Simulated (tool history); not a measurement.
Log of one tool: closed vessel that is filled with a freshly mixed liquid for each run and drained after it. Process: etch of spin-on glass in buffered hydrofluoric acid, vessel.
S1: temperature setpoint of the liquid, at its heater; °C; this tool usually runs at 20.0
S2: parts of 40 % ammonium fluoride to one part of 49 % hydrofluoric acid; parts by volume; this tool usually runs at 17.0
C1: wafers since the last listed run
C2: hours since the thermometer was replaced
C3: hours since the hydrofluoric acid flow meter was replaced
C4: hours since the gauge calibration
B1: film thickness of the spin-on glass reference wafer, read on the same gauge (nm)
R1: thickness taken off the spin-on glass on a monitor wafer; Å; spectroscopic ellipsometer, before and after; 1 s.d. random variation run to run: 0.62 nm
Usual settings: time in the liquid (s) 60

run 1 hour=0.0 | S1=20.0 S2=17.0 time_in_the_liquid_(s)=60 | C1=0 C2=2509.7 C3=1190.4 C4=269.8 | B1=79.82 | R1=839.3
run 2 hour=13.1 | S1=20.0 S2=17.0 time_in_the_liquid_(s)=60 | C1=1593 C2=2522.8 C3=1203.5 C4=282.9 | B1=79.73 | R1=829.8
run 3 hour=42.7 | S1=20.0 S2=15.0 time_in_the_liquid_(s)=45 | C1=3601 C2=2552.4 C3=1233.1 C4=312.5 | B1=79.65 | R1=719.0
run 4 hour=70.2 | S1=20.0 S2=15.0 time_in_the_liquid_(s)=45 | C1=3345 C2=2579.9 C3=1260.6 C4=340.0 | B1=79.54 | R1=720.3
run 5 hour=99.5 | S1=20.0 S2=15.0 time_in_the_liquid_(s)=45 | C1=3564 C2=2609.2 C3=1289.9 C4=369.3 | B1=79.47 | R1=706.5
run 6 hour=122.8 | S1=18.0 S2=17.0 time_in_the_liquid_(s)=60 | C1=2834 C2=2632.5 C3=1313.2 C4=392.6 | B1=79.31 | R1=757.2
run 7 hour=140.4 | S1=18.0 S2=17.0 time_in_the_liquid_(s)=60 | C1=2141 C2=2650.1 C3=1330.8 C4=410.2 | B1=79.25 | R1=758.1
run 8 hour=154.1 | S1=20.0 S2=17.0 time_in_the_liquid_(s)=60 | C1=1666 C2=2663.8 C3=1344.5 C4=423.9 | B1=79.28 | R1=849.6
-- hour=200.8 thermometer replaced
run 9 hour=261.9 | S1=20.0 S2=17.0 time_in_the_liquid_(s)=60 | C1=12993 C2=61.1 C3=1452.3 C4=531.7 | B1=78.70 | R1=825.0
-- hour=274.3 hydrofluoric acid flow meter replaced
run 10 hour=280.5 | S1=20.0 S2=17.0 time_in_the_liquid_(s)=60 | C1=2141 C2=79.7 C3=6.2 C4=550.3 | B1=78.59 | R1=821.6
run 11 hour=307.4 | S1=24.0 S2=17.0 time_in_the_liquid_(s)=45 | C1=3272 C2=106.6 C3=33.1 C4=577.2 | B1=78.49 | R1=772.9
run 12 hour=335.9 | S1=17.0 S2=23.0 time_in_the_liquid_(s)=60 | C1=3467 C2=135.1 C3=61.6 C4=605.7 | B1=78.27 | R1=545.7
run 13 hour=360.5 | S1=20.0 S2=17.0 time_in_the_liquid_(s)=60 | C1=2992 C2=159.7 C3=86.2 C4=630.3 | B1=78.15 | R1=829.0
run 14 hour=393.7 | S1=20.0 S2=10.5 time_in_the_liquid_(s)=90 | C1=4039 C2=192.9 C3=119.4 C4=663.5 | B1=77.93 | R1=2004.5
-- hour=428.0 gauge calibrated
run 15 hour=458.1 | S1=20.0 S2=17.0 time_in_the_liquid_(s)=75 | C1=7835 C2=257.3 C3=183.8 C4=30.1 | B1=80.01 | R1=1047.4
run 16 hour=473.5 | S1=20.0 S2=17.0 time_in_the_liquid_(s)=30 | C1=1873 C2=272.7 C3=199.2 C4=45.5 | B1=79.98 | R1=419.9
run 17 hour=492.0 | S1=23.5 S2=19.0 time_in_the_liquid_(s)=85 | C1=2250 C2=291.2 C3=217.7 C4=64.0 | B1=80.04 | R1=1300.1
run 18 hour=527.2 | S1=24.0 S2=14.0 time_in_the_liquid_(s)=75 | C1=4282 C2=326.4 C3=252.9 C4=99.2 | B1=79.99 | R1=1603.8
run 19 hour=550.9 | S1=20.0 S2=17.0 time_in_the_liquid_(s)=60 | C1=2883 C2=350.1 C3=276.6 C4=122.9 | B1=79.92 | R1=850.4
run 20 hour=571.6 | S1=23.0 S2=17.0 time_in_the_liquid_(s)=30 | C1=2518 C2=370.8 C3=297.3 C4=143.6 | B1=79.93 | R1=493.9

Alternative continuations, all from the tool just after run 20; predict every row:
run A hour=572.3 | S1=20.0 S2=17.0 time_in_the_liquid_(s)=60 | C1=85 C2=371.5 C3=298.0 C4=144.3 | B1=? | R1=?
run B hour=572.3 | S1=23.0 S2=17.0 time_in_the_liquid_(s)=90 | C1=85 C2=371.5 C3=298.0 C4=144.3 | B1=? | R1=?
run C hour=572.3 | S1=20.0 S2=20.5 time_in_the_liquid_(s)=60 | C1=85 C2=371.5 C3=298.0 C4=144.3 | B1=? | R1=?
run D hour=572.3 | S1=24.0 S2=17.0 time_in_the_liquid_(s)=60 | C1=85 C2=371.5 C3=298.0 C4=144.3 | B1=? | R1=?
run E hour=572.3 | S1=20.0 S2=23.5 time_in_the_liquid_(s)=60 | C1=85 C2=371.5 C3=298.0 C4=144.3 | B1=? | R1=?

run=A B1=79.92 R1=838.4
run=B B1=79.92 R1=1485.6
run=C B1=79.92 R1=702.0
run=D B1=79.92 R1=1046.3
run=E B1=79.92 R1=638.9
With the hidden condition removed and each run's random variation left untouched, the same runs would have given:
run=A R1=839.1
run=B R1=1486.9
run=C R1=702.6
run=D R1=1047.1
run=E R1=639.4

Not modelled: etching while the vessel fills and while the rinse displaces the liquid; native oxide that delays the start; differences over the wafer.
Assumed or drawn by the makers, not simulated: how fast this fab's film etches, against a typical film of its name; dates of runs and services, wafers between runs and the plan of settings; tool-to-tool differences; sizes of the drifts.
